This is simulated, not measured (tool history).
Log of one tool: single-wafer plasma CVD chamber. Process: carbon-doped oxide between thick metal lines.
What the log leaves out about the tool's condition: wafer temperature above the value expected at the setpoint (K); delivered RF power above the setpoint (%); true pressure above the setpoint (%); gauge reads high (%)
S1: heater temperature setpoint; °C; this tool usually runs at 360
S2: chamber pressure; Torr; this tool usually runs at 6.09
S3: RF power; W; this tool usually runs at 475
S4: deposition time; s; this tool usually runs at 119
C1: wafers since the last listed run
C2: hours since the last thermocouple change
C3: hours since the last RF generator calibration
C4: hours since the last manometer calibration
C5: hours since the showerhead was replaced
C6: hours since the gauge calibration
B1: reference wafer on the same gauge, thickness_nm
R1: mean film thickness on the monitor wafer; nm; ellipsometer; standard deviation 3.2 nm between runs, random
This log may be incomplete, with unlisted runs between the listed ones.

run 1 hour=0 | S1=351 S2=6.09 S3=475 S4=119 | C1=0 C2=15.7 C3=762.6 C4=0.5 C5=52.3 C6=115 | B1=612.224 | R1=611.938
run 2 hour=9 | S1=360 S2=6.09 S3=405 S4=102 | C1=91 C2=24.7 C3=771.6 C4=9.5 C5=61.3 C6=124 | B1=612.139 | R1=466.099
run 3 hour=25.2 | S1=360 S2=6.09 S3=475 S4=119 | C1=165 C2=40.9 C3=787.8 C4=25.7 C5=77.5 C6=140.2 | B1=613.135 | R1=607.874
run 4 hour=42.4 | S1=360 S2=6.09 S3=475 S4=119 | C1=175 C2=58.1 C3=805 C4=42.9 C5=94.7 C6=157.4 | B1=612.28 | R1=602.729
run 5 hour=53.3 | S1=351 S2=5.54 S3=530 S4=127 | C1=111 C2=69 C3=815.9 C4=53.8 C5=105.6 C6=168.3 | B1=611.838 | R1=697.771
run 6 hour=59.5 | S1=360 S2=6.09 S3=475 S4=119 | C1=63 C2=75.2 C3=822.1 C4=60 C5=111.8 C6=174.5 | B1=613.113 | R1=597.882
run 7 hour=74.3 | S1=360 S2=5.24 S3=530 S4=104 | C1=151 C2=90 C3=836.9 C4=74.8 C5=126.6 C6=189.3 | B1=611.649 | R1=553.611
run 8 hour=104.8 | S1=360 S2=5.24 S3=530 S4=104 | C1=311 C2=120.5 C3=867.4 C4=105.3 C5=157.1 C6=219.8 | B1=612.186 | R1=547.216
run 9 hour=112 | S1=356 S2=4.98 S3=475 S4=119 | C1=73 C2=127.7 C3=874.6 C4=112.5 C5=164.3 C6=227 | B1=611.438 | R1=592.479
run 10 hour=125.8 | S1=360 S2=6.56 S3=475 S4=119 | C1=140 C2=141.5 C3=888.4 C4=126.3 C5=178.1 C6=240.8 | B1=612.455 | R1=605.98
run 11 hour=135.4 | S1=360 S2=6.09 S3=475 S4=127 | C1=98 C2=151.1 C3=898 C4=135.9 C5=187.7 C6=250.4 | B1=612.479 | R1=637.713
-- hour=150 RF generator calibrated
run 12 hour=163.4 | S1=364 S2=7.36 S3=445 S4=103 | C1=204 C2=179.1 C3=13.4 C4=163.9 C5=215.7 C6=278.4 | B1=611.795 | R1=522.71
run 13 hour=197.5 | S1=360 S2=6.09 S3=475 S4=119 | C1=348 C2=213.2 C3=47.5 C4=198 C5=249.8 C6=312.5 | B1=611.969 | R1=622.421
run 14 hour=213.6 | S1=360 S2=6.09 S3=475 S4=119 | C1=164 C2=229.3 C3=63.6 C4=214.1 C5=265.9 C6=328.6 | B1=611.691 | R1=625.195
run 15 hour=221.4 | S1=360 S2=4.76 S3=475 S4=139 | C1=79 C2=237.1 C3=71.4 C4=221.9 C5=273.7 C6=336.4 | B1=612.18 | R1=712.997
run 16 hour=234.2 | S1=360 S2=6.09 S3=405 S4=127 | C1=130 C2=249.9 C3=84.2 C4=234.7 C5=286.5 C6=349.2 | B1=611.656 | R1=602.747
-- hour=236.4 gauge calibrated
run 17 hour=245.3 | S1=360 S2=6.09 S3=475 S4=96 | C1=113 C2=261 C3=95.3 C4=245.8 C5=297.6 C6=8.9 | B1=612.092 | R1=509.868
run 18 hour=260.7 | S1=345 S2=5.06 S3=475 S4=119 | C1=157 C2=276.4 C3=110.7 C4=261.2 C5=313 C6=24.3 | B1=612.047 | R1=639.324
run 19 hour=278.4 | S1=360 S2=6.09 S3=475 S4=119 | C1=180 C2=294.1 C3=128.4 C4=278.9 C5=330.7 C6=42 | B1=612.152 | R1=627.329
run 20 hour=285.4 | S1=360 S2=5.12 S3=475 S4=102 | C1=71 C2=301.1 C3=135.4 C4=285.9 C5=337.7 C6=49 | B1=612.559 | R1=525.682
run 21 hour=296.8 | S1=360 S2=6.09 S3=475 S4=119 | C1=116 C2=312.5 C3=146.8 C4=297.3 C5=349.1 C6=60.4 | B1=611.92 | R1=624.59
run 22 hour=305 | S1=375 S2=6.09 S3=475 S4=119 | C1=83 C2=320.7 C3=155 C4=305.5 C5=357.3 C6=68.6 | B1=611.668 | R1=598.826
run 23 hour=314.5 | S1=364 S2=7.36 S3=445 S4=103 | C1=97 C2=330.2 C3=164.5 C4=315 C5=366.8 C6=78.1 | B1=611.555 | R1=519.627
run 24 hour=328 | S1=360 S2=6.09 S3=475 S4=119 | C1=137 C2=343.7 C3=178 C4=328.5 C5=380.3 C6=91.6 | B1=611.857 | R1=624.58
run 25 hour=342.3 | S1=360 S2=6.09 S3=475 S4=119 | C1=146 C2=358 C3=192.3 C4=342.8 C5=394.6 C6=105.9 | B1=612.501 | R1=620.169
run 26 hour=359.1 | S1=350 S2=5.6 S3=405 S4=100 | C1=171 C2=374.8 C3=209.1 C4=359.6 C5=411.4 C6=122.7 | B1=611.633 | R1=484.803
run 27 hour=367.6 | S1=360 S2=6.09 S3=475 S4=126 | C1=86 C2=383.3 C3=217.6 C4=368.1 C5=419.9 C6=131.2 | B1=612.733 | R1=655.65
run 28 hour=378.3 | S1=352 S2=4.99 S3=475 S4=131 | C1=109 C2=394 C3=228.3 C4=378.8 C5=430.6 C6=141.9 | B1=613.256 | R1=692.046
run 29 hour=395.4 | S1=372 S2=6.09 S3=510 S4=119 | C1=174 C2=411.1 C3=245.4 C4=395.9 C5=447.7 C6=159 | B1=612.649 | R1=623.732

Consider 3 possible next runs. They are alternatives, not a sequence: every one starts from the tool as it was left by run 29. What does each give?
run A hour=395.8 | S1=371 S2=6.09 S3=475 S4=119 | C1=4 C2=411.5 C3=245.8 C4=396.3 C5=448.1 C6=159.4 | B1=? | R1=?
run B hour=395.8 | S1=352 S2=5.09 S3=540 S4=102 | C1=4 C2=411.5 C3=245.8 C4=396.3 C5=448.1 C6=159.4 | B1=? | R1=?
run C hour=395.8 | S1=352 S2=6.09 S3=475 S4=119 | C1=4 C2=411.5 C3=245.8 C4=396.3 C5=448.1 C6=159.4 | B1=? | R1=?

run=A B1=611.498 R1=604.379
run=B B1=611.498 R1=574.269
run=C B1=611.498 R1=634.89
Stripped of hidden state, with their random variation kept, the same runs would have yielded:
run=A R1=606.935
run=B R1=576.645
run=C R1=637.574

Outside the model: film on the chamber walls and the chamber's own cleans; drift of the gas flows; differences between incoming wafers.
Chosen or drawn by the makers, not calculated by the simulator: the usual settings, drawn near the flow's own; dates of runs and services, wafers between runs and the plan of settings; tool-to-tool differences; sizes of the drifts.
